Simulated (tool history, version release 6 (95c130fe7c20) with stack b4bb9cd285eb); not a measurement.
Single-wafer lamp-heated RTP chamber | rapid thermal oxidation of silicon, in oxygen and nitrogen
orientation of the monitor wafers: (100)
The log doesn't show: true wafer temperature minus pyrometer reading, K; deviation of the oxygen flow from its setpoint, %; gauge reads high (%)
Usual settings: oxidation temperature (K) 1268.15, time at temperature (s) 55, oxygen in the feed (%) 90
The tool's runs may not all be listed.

| run | day | oxidation temperature (K) | time at temperature (s) | oxygen in the feed (%) | wafers since the last listed run | wafers since the last pyrometer calibration | hours since the oxygen flow controller was replaced | hours since the gauge calibration | read-back reference wafer on the same gauge, thickness | oxide thickness on the monitor wafer (nm) |
|---|---|---|---|---|---|---|---|---|---|---|
| 1 | 0 | 1268.15 | 55 | 90 | 0 | 5231 | 3366.4 | 216.5 | 4.62 | 5.877 |
| 2 | 4.246 | 1268.15 | 55 | 90 | 883 | 6114 | 3468.3 | 318.4 | 4.61 | 5.903 |
| 3 | 5.529 | 1268.15 | 55 | 90 | 266 | 6381 | 3499.1 | 349.2 | 4.609 | 5.901 |
| 4 | 6.129 | 1268.15 | 55 | 90 | 124 | 6506 | 3513.5 | 363.6 | 4.619 | 5.951 |
|  | 6.646 | oxygen flow controller replaced |
| 5 | 7.225 | 1268.15 | 70 | 98 | 158 | 6664 | 13.9 | 389.9 | 4.616 | 6.745 |
|  | 7.754 | gauge calibrated |
| 6 | 8.521 | 1268.15 | 55 | 75 | 269 | 6934 | 45 | 18.4 | 4.613 | 5.587 |
|  | 9.042 | pyrometer window cleaned and pyrometer calibrated |
| 7 | 9.054 | 1268.15 | 63 | 98 | 41 | 2 | 57.8 | 31.2 | 4.613 | 5.929 |
| 8 | 9.625 | 1241.15 | 29 | 98 | 118 | 121 | 71.5 | 44.9 | 4.602 | 3.617 |
| 9 | 10.775 | 1268.15 | 55 | 90 | 239 | 360 | 99.1 | 72.5 | 4.611 | 5.543 |
| 10 | 12.121 | 1258.15 | 55 | 90 | 279 | 640 | 131.4 | 104.8 | 4.605 | 5.133 |
| 11 | 12.838 | 1268.15 | 79 | 90 | 149 | 790 | 148.6 | 122 | 4.622 | 6.578 |

Forecast run 12:
| 12 | 14.162 | 1251.15 | 47 | 69 | 275 | 1065 | 180.4 | 153.8 | ? | ? |

read-back reference wafer on the same gauge, thickness: 4.606
oxide thickness on the monitor wafer (nm): 4.258
Without the tool's hidden state the same run would have given oxide thickness on the monitor wafer (nm) 4.129.
